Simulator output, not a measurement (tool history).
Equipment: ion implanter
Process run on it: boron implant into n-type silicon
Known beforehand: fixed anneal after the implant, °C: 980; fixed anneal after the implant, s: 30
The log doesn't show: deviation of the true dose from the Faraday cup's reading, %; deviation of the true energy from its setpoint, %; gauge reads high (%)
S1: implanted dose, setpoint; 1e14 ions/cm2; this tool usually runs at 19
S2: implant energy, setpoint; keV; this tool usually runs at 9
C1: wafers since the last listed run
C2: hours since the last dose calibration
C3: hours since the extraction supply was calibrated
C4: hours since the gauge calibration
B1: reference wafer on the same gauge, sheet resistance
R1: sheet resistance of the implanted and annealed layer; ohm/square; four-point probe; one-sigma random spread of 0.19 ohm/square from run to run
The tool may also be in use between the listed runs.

{"run": 1, "day": 0.0, "S1": 19, "S2": 9, "C1": 0, "C2": 272.9, "C3": 4020.3, "C4": 215.1, "B1": 123.95, "R1": 112.48}
{"run": 2, "day": 1.3, "S1": 19, "S2": 10.5, "C1": 1005, "C2": 304.1, "C3": 4051.5, "C4": 246.3, "B1": 124, "R1": 105.16}
{"run": 3, "day": 4.546, "S1": 19, "S2": 9, "C1": 2509, "C2": 382, "C3": 4129.4, "C4": 324.2, "B1": 124.07, "R1": 112.68}
{"run": 4, "day": 11.254, "S1": 19, "S2": 9, "C1": 5186, "C2": 543, "C3": 4290.4, "C4": 485.2, "B1": 123.93, "R1": 112.64}
{"run": 5, "day": 13.417, "S1": 19, "S2": 9, "C1": 1672, "C2": 594.9, "C3": 4342.3, "C4": 537.1, "B1": 123.95, "R1": 112.56}
{"run": 6, "day": 16.067, "S1": 19, "S2": 9, "C1": 2048, "C2": 658.5, "C3": 4405.9, "C4": 600.7, "B1": 124.03, "R1": 112.26}
{"run": 7, "day": 18.542, "S1": 19, "S2": 9, "C1": 1913, "C2": 717.9, "C3": 4465.3, "C4": 660.1, "B1": 123.99, "R1": 112.44}
{"run": 8, "day": 21.5, "S1": 19, "S2": 9, "C1": 2287, "C2": 788.9, "C3": 4536.3, "C4": 731.1, "B1": 124.06, "R1": 112.62}
{"run": 9, "day": 24.146, "S1": 19, "S2": 9, "C1": 2045, "C2": 852.4, "C3": 4599.8, "C4": 794.6, "B1": 124.04, "R1": 112.3}
{"run": 10, "day": 25.871, "S1": 19, "S2": 9, "C1": 1333, "C2": 893.8, "C3": 4641.2, "C4": 836, "B1": 124.01, "R1": 112.06}
{"run": 11, "day": 27.904, "S1": 19, "S2": 9, "C1": 1572, "C2": 942.6, "C3": 4690, "C4": 884.8, "B1": 123.95, "R1": 112.73}
{"day": 29.383, "done": "extraction supply calibrated"}
{"run": 12, "day": 30.654, "S1": 19, "S2": 8.5, "C1": 1868, "C2": 1008.6, "C3": 30.5, "C4": 950.8, "B1": 123.98, "R1": 114.3}
{"run": 13, "day": 33.404, "S1": 21.57, "S2": 10, "C1": 2126, "C2": 1074.6, "C3": 96.5, "C4": 1016.8, "B1": 124.04, "R1": 103.39}
{"run": 14, "day": 36.021, "S1": 23.99, "S2": 10.5, "C1": 2023, "C2": 1137.4, "C3": 159.3, "C4": 1079.6, "B1": 123.97, "R1": 98.9}
{"run": 15, "day": 37.321, "S1": 13.59, "S2": 7, "C1": 1005, "C2": 1168.6, "C3": 190.5, "C4": 1110.8, "B1": 124.13, "R1": 133.19}
{"day": 38.075, "done": "extraction supply calibrated, repeated, since the last time left the tool worse"}
{"run": 16, "day": 39.317, "S1": 16, "S2": 10, "C1": 1285, "C2": 1216.5, "C3": 29.8, "C4": 1158.7, "B1": 123.95, "R1": 112.78}
{"run": 17, "day": 41.1, "S1": 17.57, "S2": 7.5, "C1": 1378, "C2": 1259.3, "C3": 72.6, "C4": 1201.5, "B1": 123.89, "R1": 126.29}
{"day": 42.85, "done": "gauge calibrated"}
{"run": 18, "day": 43.704, "S1": 19, "S2": 10, "C1": 2013, "C2": 1321.8, "C3": 135.1, "C4": 20.5, "B1": 124.04, "R1": 108.27}
{"day": 45.504, "done": "Faraday cup replaced and dose calibrated"}
{"run": 19, "day": 45.525, "S1": 19, "S2": 9, "C1": 1150, "C2": 0.5, "C3": 178.8, "C4": 64.2, "B1": 123.94, "R1": 113.65}
{"run": 20, "day": 48.029, "S1": 21.34, "S2": 9, "C1": 1936, "C2": 60.6, "C3": 238.9, "C4": 124.3, "B1": 124.04, "R1": 112.12}
{"run": 21, "day": 50.8, "S1": 21.57, "S2": 10, "C1": 2142, "C2": 127.1, "C3": 305.4, "C4": 190.8, "B1": 124.04, "R1": 106.06}
{"run": 22, "day": 53.596, "S1": 15.97, "S2": 9, "C1": 2161, "C2": 194.2, "C3": 372.5, "C4": 257.9, "B1": 124.01, "R1": 117.85}
{"run": 23, "day": 54.804, "S1": 14.61, "S2": 7, "C1": 934, "C2": 223.2, "C3": 401.5, "C4": 286.9, "B1": 124.09, "R1": 134.26}
{"run": 24, "day": 57.4, "S1": 22.74, "S2": 12, "C1": 2007, "C2": 285.5, "C3": 463.8, "C4": 349.2, "B1": 124, "R1": 95.9}

4 options for the next run, each taken on its own from the tool as it stands now. Forecast them:
{"run": "A", "day": 57.417, "S1": 19, "S2": 9, "C1": 12, "C2": 285.9, "C3": 464.2, "C4": 349.6, "B1": "?", "R1": "?"}
{"run": "B", "day": 57.417, "S1": 16.6, "S2": 10.5, "C1": 12, "C2": 285.9, "C3": 464.2, "C4": 349.6, "B1": "?", "R1": "?"}
{"run": "C", "day": 57.417, "S1": 20.64, "S2": 7.5, "C1": 12, "C2": 285.9, "C3": 464.2, "C4": 349.6, "B1": "?", "R1": "?"}
{"run": "D", "day": 57.417, "S1": 14.55, "S2": 10.5, "C1": 12, "C2": 285.9, "C3": 464.2, "C4": 349.6, "B1": "?", "R1": "?"}

run=A B1=123.95 R1=114.1
run=B B1=123.95 R1=109.48
run=C B1=123.95 R1=124.04
run=D B1=123.95 R1=114.02
The same runs, with their run-to-run variation unchanged, on a tool lacking any hidden condition would have given:
run=A R1=114.03
run=B R1=109.43
run=C R1=123.97
run=D R1=113.97
